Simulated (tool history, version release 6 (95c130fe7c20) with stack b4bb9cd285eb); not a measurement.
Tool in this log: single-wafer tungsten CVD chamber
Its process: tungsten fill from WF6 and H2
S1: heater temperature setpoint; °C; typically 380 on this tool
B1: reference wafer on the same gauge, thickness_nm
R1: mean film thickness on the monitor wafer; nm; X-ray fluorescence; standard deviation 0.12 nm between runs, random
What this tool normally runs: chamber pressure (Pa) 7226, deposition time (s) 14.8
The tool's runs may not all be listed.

Run 1, hour 0.0: usual settings but S1 386 °C, deposition time (s) 12.5; B1 35.008. Result: R1 36.136 nm.
Run 2, hour 53.3: usual settings but S1 386 °C, deposition time (s) 12.5; B1 35.007. Result: R1 36.265 nm.
Run 3, hour 146.8: usual settings; B1 34.996. Result: R1 37.379 nm.
Run 4, hour 182.9: usual settings; B1 35.015. Result: R1 37.371 nm.
Run 5, hour 219.4: usual settings; B1 34.983. Result: R1 37.319 nm.
Run 6, hour 283.3: usual settings but chamber pressure (Pa) 6733; B1 35.010. Result: R1 36.308 nm.
At hour 284.3: gauge calibrated.
Run 7, hour 351.8: usual settings but chamber pressure (Pa) 6733; B1 34.978. Result: R1 36.268 nm.
At hour 370.5: showerhead replaced.
Run 8, hour 377.4: usual settings but deposition time (s) 15.7; B1 35.022. Result: R1 39.736 nm.
Run 9, hour 415.6: usual settings but chamber pressure (Pa) 8839; B1 35.002. Result: R1 41.430 nm.
Run 10, hour 483.8: usual settings but S1 365 °C, chamber pressure (Pa) 8333; B1 35.011. Result: R1 27.925 nm.
Run 11, hour 510.2: usual settings but chamber pressure (Pa) 6733; B1 34.977. Result: R1 36.356 nm.
Run 12, hour 544.9: usual settings; B1 35.008. Result: R1 37.394 nm.
At hour 568.3: capacitance manometer re-zeroed and calibrated.
At hour 584.9: thermocouple changed; heater temperature recalibrated.
Run 13, hour 585.4: usual settings; B1 35.006. Result: R1 37.583 nm.
Run 14, hour 639.3: usual settings but deposition time (s) 11.9; B1 34.982. Result: R1 29.927 nm.
Run 15, hour 695.3: usual settings but S1 375 °C, deposition time (s) 12.3; B1 34.993. Result: R1 27.494 nm.
At hour 718.6: gauge calibrated.
Run 16, hour 735.5: usual settings but chamber pressure (Pa) 5440; B1 34.998. Result: R1 32.258 nm.

Below are 5 alternative next runs, each starting from the tool's condition after run 16. Predict each:
Run A, hour 735.9: usual settings but chamber pressure (Pa) 6333; B1 ?. Result: R1 ?.
Run B, hour 735.9: usual settings but S1 368 °C, chamber pressure (Pa) 8399, deposition time (s) 16.9; B1 ?. Result: R1 ?.
Run C, hour 735.9: usual settings but S1 368 °C, chamber pressure (Pa) 7693; B1 ?. Result: R1 ?.
Run D, hour 735.9: usual settings but S1 367 °C, chamber pressure (Pa) 9013, deposition time (s) 13.7; B1 ?. Result: R1 ?.
Run E, hour 735.9: usual settings but S1 384 °C, chamber pressure (Pa) 6626, deposition time (s) 17.3; B1 ?. Result: R1 ?.

run      B1      R1
  A  35.020  34.970
  B  35.020  34.476
  C  35.020  28.926
  D  35.020  28.148
  E  35.020  45.853
Take away the tool's hidden state, keep each run's random variation, and the runs would have read:
run      R1
  A  34.970
  B  34.476
  C  28.926
  D  28.148
  E  45.853

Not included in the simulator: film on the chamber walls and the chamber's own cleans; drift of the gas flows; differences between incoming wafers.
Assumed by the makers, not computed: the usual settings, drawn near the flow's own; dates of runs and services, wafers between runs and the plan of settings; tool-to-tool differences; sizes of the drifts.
